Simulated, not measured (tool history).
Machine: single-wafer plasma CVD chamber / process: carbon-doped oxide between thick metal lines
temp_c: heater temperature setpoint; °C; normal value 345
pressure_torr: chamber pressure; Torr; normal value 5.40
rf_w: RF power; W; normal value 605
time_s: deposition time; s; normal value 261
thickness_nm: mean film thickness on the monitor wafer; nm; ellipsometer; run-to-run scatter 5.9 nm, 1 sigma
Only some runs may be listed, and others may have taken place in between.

run	hour	temp_c	pressure_torr	rf_w	time_s	read-back reference wafer on the same gauge, thickness_nm	thickness_nm
1	0.0	345	5.40	670	261	1720.034	1518.253
# hour 30.3: RF generator calibrated
2	30.8	345	5.40	670	261	1720.642	1518.474
3	58.4	345	5.40	605	261	1720.847	1445.448
# hour 89.1: showerhead replaced
4	89.6	345	5.40	605	261	1719.372	1447.751
# hour 101.1: capacitance manometer re-zeroed and calibrated
5	118.1	345	5.40	605	261	1715.197	1462.404
# hour 139.3: thermocouple changed; heater temperature recalibrated
6	141.1	345	5.40	605	261	1719.470	1458.742
7	162.7	345	5.40	605	261	1720.793	1446.856
8	175.9	345	5.40	605	261	1721.503	1466.213
9	196.6	345	5.40	605	261	1723.980	1457.321
10	227.4	345	5.02	605	238	1721.006	1296.531
11	248.8	345	5.40	605	261	1720.337	1444.535
12	272.4	345	5.40	605	261	1721.154	1452.430
13	286.5	345	5.40	540	261	1721.447	1381.216
14	316.5	345	5.40	605	261	1720.230	1447.124
15	329.4	345	4.94	605	278	1719.986	1519.110
16	342.1	345	5.02	605	261	1717.883	1435.045
17	377.3	334	4.63	605	308	1722.356	1706.028
18	405.8	339	5.40	700	246	1721.033	1491.913
19	429.7	345	5.40	605	261	1719.904	1453.438
20	445.3	345	5.40	655	294	1718.367	1699.752
21	458.0	345	5.40	605	261	1719.536	1457.529
22	488.3	345	5.40	605	261	1720.585	1450.132
23	505.6	345	5.40	690	305	1720.869	1812.675
24	537.5	338	5.40	605	215	1720.281	1230.050
25	557.4	341	6.71	510	261	1719.807	1392.560
26	593.0	331	6.41	495	304	1723.372	1656.259
27	605.6	360	4.47	660	261	1717.452	1390.545

5 ways to go on from here, each from the tool as it stands after run 27. What would each give?
A	606.1	345	5.40	650	261	?	?
B	606.1	345	4.79	605	312	?	?
C	606.1	349	5.40	500	305	?	?
D	606.1	345	6.64	605	304	?	?
E	606.1	345	6.65	605	279	?	?

run	read-back reference wafer on the same gauge, thickness_nm	thickness_nm
A	1717.967	1497.300
B	1717.967	1683.520
C	1717.967	1523.920
D	1717.967	1733.688
E	1717.967	1591.599
With no hidden state in the tool, these same runs would have given:
run	thickness_nm
A	1497.300
B	1683.520
C	1523.920
D	1733.688
E	1591.599
